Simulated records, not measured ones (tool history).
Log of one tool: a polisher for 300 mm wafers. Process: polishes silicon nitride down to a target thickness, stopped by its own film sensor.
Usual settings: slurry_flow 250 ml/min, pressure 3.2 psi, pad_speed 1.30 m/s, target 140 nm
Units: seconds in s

| run | hour | slurry_flow | pressure | pad_speed | target | wafers since the last listed run | wafers polished on this pad | hours since the slurry nozzle was cleaned | hours since the head pressure was calibrated | incoming thickness of the incoming film, nm | seconds |
|---|---|---|---|---|---|---|---|---|---|---|---|
| 1 | 0.0 | 250 | 3.2 | 1.30 | 140 | 0 | 445 | 77.0 | 72.9 | 229.1 | 34.5 |
| 2 | 81.3 | 305 | 3.2 | 1.16 | 140 | 547 | 992 | 158.3 | 154.2 | 231.0 | 38.5 |
| 3 | 186.7 | 305 | 3.2 | 1.16 | 140 | 709 | 1701 | 263.7 | 259.6 | 228.4 | 37.1 |
|  | 203.1 | slurry nozzle cleaned |
| 4 | 227.2 | 250 | 3.2 | 1.30 | 140 | 265 | 1967 | 24.1 | 300.1 | 232.0 | 37.1 |
|  | 241.9 | head pressure recalibrated |
|  | 249.8 | worn pad replaced by a new one |
| 5 | 299.0 | 250 | 3.2 | 1.30 | 140 | 442 | 331 | 95.9 | 57.1 | 230.7 | 35.9 |
| 6 | 363.6 | 250 | 3.2 | 1.30 | 140 | 434 | 765 | 160.5 | 121.7 | 234.2 | 36.4 |
| 7 | 420.1 | 315 | 3.2 | 1.30 | 140 | 380 | 1146 | 217.0 | 178.2 | 227.1 | 33.4 |
|  | 448.8 | slurry nozzle cleaned |
|  | 526.8 | worn pad replaced by a new one |
| 8 | 527.3 | 315 | 3.2 | 1.30 | 140 | 688 | 3 | 78.5 | 285.4 | 231.7 | 34.9 |
|  | 547.6 | head pressure recalibrated |
| 9 | 609.4 | 250 | 3.2 | 1.30 | 140 | 539 | 542 | 160.6 | 61.8 | 229.2 | 34.4 |
|  | 709.5 | slurry nozzle cleaned |
| 10 | 711.8 | 250 | 3.2 | 1.30 | 140 | 682 | 1225 | 2.3 | 164.2 | 232.0 | 35.4 |
| 11 | 776.4 | 280 | 3.2 | 1.30 | 140 | 434 | 1660 | 66.9 | 228.8 | 229.9 | 35.5 |
|  | 793.9 | worn pad replaced by a new one |
|  | 834.5 | head pressure recalibrated |
| 12 | 837.7 | 250 | 3.2 | 0.92 | 140 | 372 | 281 | 128.2 | 3.2 | 234.6 | 49.3 |
| 13 | 879.5 | 250 | 3.2 | 1.30 | 140 | 281 | 562 | 170.0 | 45.0 | 228.5 | 34.4 |
| 14 | 921.1 | 335 | 4.3 | 1.30 | 140 | 280 | 842 | 211.6 | 86.6 | 228.3 | 27.9 |
| 15 | 979.4 | 250 | 3.2 | 1.30 | 140 | 392 | 1235 | 269.9 | 144.9 | 231.3 | 34.8 |
|  | 1002.2 | slurry nozzle cleaned |
| 16 | 1032.5 | 340 | 3.2 | 1.08 | 129 | 350 | 1585 | 30.3 | 198.0 | 229.4 | 45.0 |
|  | 1086.0 | worn pad replaced by a new one |
| 17 | 1127.8 | 250 | 3.7 | 1.30 | 157 | 614 | 281 | 125.6 | 293.3 | 231.5 | 26.7 |
| 18 | 1174.1 | 185 | 3.9 | 0.88 | 132 | 311 | 593 | 171.9 | 339.6 | 232.0 | 49.1 |
|  | 1184.7 | head pressure recalibrated |
| 19 | 1214.0 | 180 | 2.6 | 0.96 | 140 | 255 | 848 | 211.8 | 29.3 | 232.7 | 51.9 |
|  | 1258.3 | slurry nozzle cleaned |
| 20 | 1270.2 | 250 | 3.2 | 1.00 | 140 | 371 | 1219 | 11.9 | 85.5 | 230.6 | 43.8 |
| 21 | 1339.3 | 250 | 3.2 | 1.68 | 125 | 465 | 1685 | 81.0 | 154.6 | 229.7 | 33.2 |
|  | 1368.4 | worn pad replaced by a new one |
| 22 | 1409.4 | 250 | 3.2 | 1.30 | 120 | 444 | 275 | 151.1 | 224.7 | 227.1 | 42.0 |

Forecast each of these 5 alternatives for the next run:
| A | 1409.8 | 250 | 3.2 | 1.30 | 140 | 2 | 278 | 151.5 | 225.1 | 230.2 | ? |
| B | 1409.8 | 335 | 2.4 | 1.30 | 140 | 2 | 278 | 151.5 | 225.1 | 230.2 | ? |
| C | 1409.8 | 250 | 3.2 | 0.86 | 113 | 2 | 278 | 151.5 | 225.1 | 230.2 | ? |
| D | 1409.8 | 210 | 4.1 | 1.30 | 140 | 2 | 278 | 151.5 | 225.1 | 230.2 | ? |
| E | 1409.8 | 175 | 3.2 | 1.30 | 140 | 2 | 278 | 151.5 | 225.1 | 230.2 | ? |

| run | seconds |
|---|---|
| A | 35.2 |
| B | 40.7 |
| C | 63.6 |
| D | 30.4 |
| E | 36.0 |
Without the tool's hidden state the same runs would have given:
| run | seconds |
|---|---|
| A | 35.2 |
| B | 40.7 |
| C | 63.6 |
| D | 30.4 |
| E | 36.0 |
